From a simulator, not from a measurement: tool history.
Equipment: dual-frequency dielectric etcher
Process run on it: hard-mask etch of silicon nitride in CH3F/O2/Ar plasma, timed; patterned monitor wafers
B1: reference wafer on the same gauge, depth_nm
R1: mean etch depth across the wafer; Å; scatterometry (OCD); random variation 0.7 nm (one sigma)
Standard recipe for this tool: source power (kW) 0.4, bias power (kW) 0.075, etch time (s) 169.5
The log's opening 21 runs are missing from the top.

run 22 hour=1003 | source_power_(kW)=0.33 bias_power_(kW)=0.064 etch_time_(s)=187 | B1=103 | R1=1167
run 23 hour=1074.6 | source_power_(kW)=0.49 bias_power_(kW)=0.084 etch_time_(s)=156.5 | B1=103 | R1=1286
run 24 hour=1122.3 | source_power_(kW)=0.47 bias_power_(kW)=0.075 etch_time_(s)=186 | B1=103 | R1=1443
run 25 hour=1153.2 | source_power_(kW)=0.4 bias_power_(kW)=0.075 etch_time_(s)=169.5 | B1=103 | R1=1236
run 26 hour=1197.9 | source_power_(kW)=0.4 bias_power_(kW)=0.088 etch_time_(s)=183.5 | B1=102.9 | R1=1431
run 27 hour=1223.5 | source_power_(kW)=0.4 bias_power_(kW)=0.075 etch_time_(s)=159.5 | B1=103 | R1=1157
run 28 hour=1264.5 | source_power_(kW)=0.4 bias_power_(kW)=0.075 etch_time_(s)=119.5 | B1=103 | R1=866
run 29 hour=1331.5 | source_power_(kW)=0.4 bias_power_(kW)=0.075 etch_time_(s)=169.5 | B1=103.1 | R1=1231
run 30 hour=1376 | source_power_(kW)=0.45 bias_power_(kW)=0.075 etch_time_(s)=194.5 | B1=103 | R1=1478

Here are 4 independent what-if runs from the current tool condition. What would each one return?
run A hour=1376.5 | source_power_(kW)=0.4 bias_power_(kW)=0.075 etch_time_(s)=169.5 | B1=? | R1=?
run B hour=1376.5 | source_power_(kW)=0.34 bias_power_(kW)=0.088 etch_time_(s)=193.5 | B1=? | R1=?
run C hour=1376.5 | source_power_(kW)=0.46 bias_power_(kW)=0.084 etch_time_(s)=219 | B1=? | R1=?
run D hour=1376.5 | source_power_(kW)=0.36 bias_power_(kW)=0.075 etch_time_(s)=218.5 | B1=? | R1=?

run=A B1=102.9 R1=1222
run=B B1=102.9 R1=1391
run=C B1=102.9 R1=1751
run=D B1=102.9 R1=1507
Take away the tool's hidden state, keep each run's random variation, and the runs would have read:
run=A R1=1222
run=B R1=1391
run=C R1=1751
run=D R1=1507

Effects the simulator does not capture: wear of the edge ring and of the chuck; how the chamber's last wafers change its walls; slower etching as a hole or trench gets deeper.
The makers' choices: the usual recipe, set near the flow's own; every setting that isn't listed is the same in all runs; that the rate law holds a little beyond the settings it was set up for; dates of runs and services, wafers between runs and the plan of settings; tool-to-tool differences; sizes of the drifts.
